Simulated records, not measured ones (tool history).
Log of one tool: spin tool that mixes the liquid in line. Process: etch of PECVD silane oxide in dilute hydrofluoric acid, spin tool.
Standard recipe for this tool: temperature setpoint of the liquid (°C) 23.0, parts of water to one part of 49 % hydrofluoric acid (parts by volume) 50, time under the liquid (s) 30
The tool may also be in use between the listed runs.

| run | hour | temperature setpoint of the liquid (°C) | parts of water to one part of 49 % hydrofluoric acid (parts by volume) | time under the liquid (s) | wafers since the last listed run | hours since the thermometer was replaced | hours since the hydrofluoric acid flow meter was replaced | hours since the gauge calibration | read-back film thickness of the PECVD silane oxide reference wafer, read on the same gauge (nm) | thickness taken off the PECVD silane oxide on a monitor wafer (Å) |
|---|---|---|---|---|---|---|---|---|---|---|
| 1 | 0.0 | 23.0 | 50 | 30 | 0 | 961.4 | 862.0 | 41.2 | 129.96 | 157.0 |
| 2 | 94.6 | 23.0 | 50 | 30 | 1424 | 1056.0 | 956.6 | 135.8 | 129.98 | 156.1 |
| 3 | 145.4 | 23.0 | 50 | 30 | 765 | 1106.8 | 1007.4 | 186.6 | 129.96 | 155.1 |
| 4 | 234.0 | 23.0 | 50 | 30 | 1334 | 1195.4 | 1096.0 | 275.2 | 129.98 | 156.4 |
| 5 | 272.3 | 23.0 | 50 | 30 | 576 | 1233.7 | 1134.3 | 313.5 | 130.04 | 155.4 |
| 6 | 321.3 | 23.0 | 50 | 30 | 737 | 1282.7 | 1183.3 | 362.5 | 129.98 | 157.3 |
| 7 | 385.1 | 23.0 | 50 | 30 | 960 | 1346.5 | 1247.1 | 426.3 | 129.97 | 157.7 |
| 8 | 429.3 | 23.0 | 50 | 30 | 665 | 1390.7 | 1291.3 | 470.5 | 130.07 | 157.1 |
| 9 | 532.7 | 23.0 | 50 | 30 | 1557 | 1494.1 | 1394.7 | 573.9 | 130.00 | 156.1 |
| 10 | 609.9 | 23.0 | 50 | 30 | 1162 | 1571.3 | 1471.9 | 651.1 | 129.97 | 156.3 |
| 11 | 689.9 | 23.0 | 50 | 30 | 1204 | 1651.3 | 1551.9 | 731.1 | 129.98 | 158.1 |
| 12 | 766.9 | 23.0 | 50 | 30 | 1159 | 1728.3 | 1628.9 | 808.1 | 129.96 | 158.1 |
| 13 | 810.5 | 23.0 | 50 | 30 | 656 | 1771.9 | 1672.5 | 851.7 | 129.95 | 157.5 |
| 14 | 910.5 | 23.0 | 40 | 15 | 1506 | 1871.9 | 1772.5 | 951.7 | 130.02 | 100.1 |
| 15 | 1014.0 | 25.0 | 50 | 30 | 1558 | 1975.4 | 1876.0 | 1055.2 | 130.00 | 169.8 |
| 16 | 1052.0 | 23.0 | 50 | 30 | 572 | 2013.4 | 1914.0 | 1093.2 | 130.04 | 158.8 |
| 17 | 1110.0 | 23.0 | 50 | 30 | 873 | 2071.4 | 1972.0 | 1151.2 | 129.99 | 158.1 |
| 18 | 1186.5 | 24.5 | 50 | 30 | 1152 | 2147.9 | 2048.5 | 1227.7 | 130.02 | 168.5 |
| 19 | 1251.5 | 18.0 | 65 | 45 | 978 | 2212.9 | 2113.5 | 1292.7 | 129.97 | 143.6 |
| 20 | 1288.2 | 23.0 | 50 | 50 | 552 | 2249.6 | 2150.2 | 1329.4 | 130.02 | 261.9 |
|  | 1320.4 | gauge calibrated |
| 21 | 1357.2 | 23.0 | 75 | 45 | 1039 | 2318.6 | 2219.2 | 36.8 | 130.02 | 154.2 |
|  | 1363.6 | hydrofluoric acid flow meter replaced |
|  | 1429.3 | thermometer replaced |
| 22 | 1450.0 | 26.5 | 30 | 30 | 1367 | 20.7 | 86.4 | 129.6 | 129.96 | 303.8 |
| 23 | 1529.1 | 23.0 | 50 | 30 | 1191 | 99.8 | 165.5 | 208.7 | 130.01 | 155.2 |
| 24 | 1599.1 | 26.0 | 30 | 35 | 1054 | 169.8 | 235.5 | 278.7 | 130.05 | 352.1 |
| 25 | 1815.6 | 23.0 | 50 | 30 | 3260 | 386.3 | 452.0 | 495.2 | 130.00 | 154.1 |
| 26 | 2105.3 | 23.0 | 50 | 30 | 4362 | 676.0 | 741.7 | 784.9 | 130.03 | 154.8 |
| 27 | 2151.8 | 28.0 | 50 | 15 | 700 | 722.5 | 788.2 | 831.4 | 129.96 | 96.0 |

Run 28 is up next; what results do you expect?
| 28 | 2250.9 | 26.5 | 75 | 15 | 1492 | 821.6 | 887.3 | 930.5 | ? | ? |

{"run 28": {"read-back film thickness of the PECVD silane oxide reference wafer, read on the same gauge (nm)": 129.96, "thickness taken off the PECVD silane oxide on a monitor wafer (Å)": 58.3}}
If the tool had no hidden condition, the same run with the same run-to-run variation would have returned thickness taken off the PECVD silane oxide on a monitor wafer (Å) 57.6.

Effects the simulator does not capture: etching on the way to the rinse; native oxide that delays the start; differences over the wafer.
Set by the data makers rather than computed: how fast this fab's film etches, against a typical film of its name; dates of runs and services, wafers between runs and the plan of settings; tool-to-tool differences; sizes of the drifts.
